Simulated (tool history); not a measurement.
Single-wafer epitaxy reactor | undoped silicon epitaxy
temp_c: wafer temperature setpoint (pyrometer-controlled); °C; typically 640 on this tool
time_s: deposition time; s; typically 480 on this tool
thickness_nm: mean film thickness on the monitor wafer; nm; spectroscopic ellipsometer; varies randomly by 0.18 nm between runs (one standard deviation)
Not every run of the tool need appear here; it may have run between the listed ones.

run,hour,temp_c,time_s,"read-back reference wafer on the same gauge, thickness_nm",thickness_nm
1,0,640,480,74.833,60.414
2,11.8,640,480,74.819,60.506
3,29,649,480,74.777,72.017
4,38.5,649,480,74.801,71.838
5,77.3,640,520,74.932,65.307
# hour 85.8: gauge calibrated
# hour 95: pyrometer calibrated
6,103,647,549,74.718,88.795
7,115.2,647,549,74.808,88.909
8,128.5,646,385,74.785,60.911
9,141.8,647,549,74.815,88.416
10,156.9,654,389,74.785,71.326
11,169.3,640,504,74.786,70.376
12,183.5,631,534,74.82,62.289
13,191.4,644,423,74.721,63.564
14,198.3,646,480,74.886,75.162

5 ways to go on from here, each from the tool as it stands after run 14. What would each give?
A,198.8,640,480,?,?
B,198.8,647,413,?,?
C,198.8,629,450,?,?
D,198.8,629,570,?,?
E,198.8,644,505,?,?

run,"read-back reference wafer on the same gauge, thickness_nm",thickness_nm
A,74.755,66.642
B,74.755,65.727
C,74.755,50.224
D,74.755,63.617
E,74.755,75.818
Had the tool no hidden state, the same runs would have come out as:
run,thickness_nm
A,67.991
B,67.04
C,51.263
D,64.934
E,77.342

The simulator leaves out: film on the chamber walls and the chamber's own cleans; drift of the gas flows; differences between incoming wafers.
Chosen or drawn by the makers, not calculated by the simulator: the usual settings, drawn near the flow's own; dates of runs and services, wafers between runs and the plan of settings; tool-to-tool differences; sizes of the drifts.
